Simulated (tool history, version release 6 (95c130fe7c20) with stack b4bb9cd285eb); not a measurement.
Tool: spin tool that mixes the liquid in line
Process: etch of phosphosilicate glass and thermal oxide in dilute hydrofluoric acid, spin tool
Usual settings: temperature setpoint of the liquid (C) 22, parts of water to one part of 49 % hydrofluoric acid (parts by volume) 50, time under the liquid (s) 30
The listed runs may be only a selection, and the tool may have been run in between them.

run	day	temperature setpoint of the liquid (C)	parts of water to one part of 49 % hydrofluoric acid (parts by volume)	time under the liquid (s)	wafers since the last listed run	hours since the thermometer was replaced	hours since the hydrofluoric acid flow meter was replaced	hours since the gauge calibration	read-back film thickness of the phosphosilicate glass reference wafer, read on the same gauge (nm)	read-back film thickness of the thermal oxide reference wafer, read on the same gauge (nm)	thickness taken off the phosphosilicate glass on a monitor wafer (Å)	thickness taken off the thermal oxide on a monitor wafer (Å)
1	0	22	50	30	0	1955.5	641.9	97.2	89.97	120.026	346.6	26.57
2	0.383	22	50	30	154	1964.7	651.1	106.4	89.98	120.021	345.7	26.25
# day 0.704: gauge calibrated
3	0.8	22	50	30	167	1974.7	661.1	2.3	90	119.992	340.9	26.53
4	1.325	24.5	50	30	211	1987.3	673.7	14.9	90	120.015	379.9	29.23
5	1.938	22	50	30	246	2002	688.4	29.6	89.99	120.061	344.8	26.69
6	2.221	22	50	30	114	2008.8	695.2	36.4	89.99	120.021	344.4	26.66
7	2.575	22	50	30	142	2017.3	703.7	44.9	89.99	119.983	341.3	26.83
# day 2.746: thermometer replaced
8	2.875	23.5	50	40	104	3.1	710.9	52.1	90.03	119.989	480	37.62
9	3.517	22	50	30	258	18.5	726.3	67.5	90.03	119.971	341.9	26.05
10	3.904	22	50	40	156	27.8	735.6	76.8	90.01	120.016	460.7	34.22
11	4.425	18	65	45	209	40.3	748.1	89.3	90	120.018	325.4	24.7
12	4.979	22	50	30	223	53.6	761.4	102.6	89.99	120	342.3	26.59
13	5.383	22	50	30	162	63.3	771.1	112.3	90	120.028	333.3	26.68
14	5.967	22	50	30	234	77.3	785.1	126.3	90	119.971	337	26.14
# day 6.054: gauge calibrated
15	6.617	17.5	40	40	261	92.9	800.7	13.5	90	119.993	466.7	36.53
# day 7.042: hydrofluoric acid flow meter replaced
16	7.088	24	35	50	172	104.2	1.1	24.8	90	120.052	1010.8	80.43
17	7.712	22	35	15	251	119.2	16.1	39.8	90.01	120.01	283.2	21.76
18	8.096	25.5	65	25	154	128.4	25.3	49	89.99	120.002	280.5	21.4
19	8.358	22	25	35	105	134.7	31.6	55.3	90.02	119.994	930.3	71.63
20	9.021	22	50	30	266	150.6	47.5	71.2	90	120	386.1	30.07

4 ways to go on from here, each from the tool as it stands after run 20. What would each give?
A	9.038	22	50	30	6	151	47.9	71.6	?	?	?	?
B	9.038	20.5	65	15	6	151	47.9	71.6	?	?	?	?
C	9.038	22	60	30	6	151	47.9	71.6	?	?	?	?
D	9.038	24.5	40	45	6	151	47.9	71.6	?	?	?	?

run	read-back film thickness of the phosphosilicate glass reference wafer, read on the same gauge (nm)	read-back film thickness of the thermal oxide reference wafer, read on the same gauge (nm)	thickness taken off the phosphosilicate glass on a monitor wafer (Å)	thickness taken off the thermal oxide on a monitor wafer (Å)
A	90	119.998	386.9	29.94
B	90	119.998	137.2	10.62
C	90	119.998	318.4	24.64
D	90	119.998	815.5	63.1
What these runs would have given with no unlogged condition in the tool:
run	thickness taken off the phosphosilicate glass on a monitor wafer (Å)	thickness taken off the thermal oxide on a monitor wafer (Å)
A	390.8	30.24
B	138.6	10.72
C	321.6	24.88
D	823.7	63.73
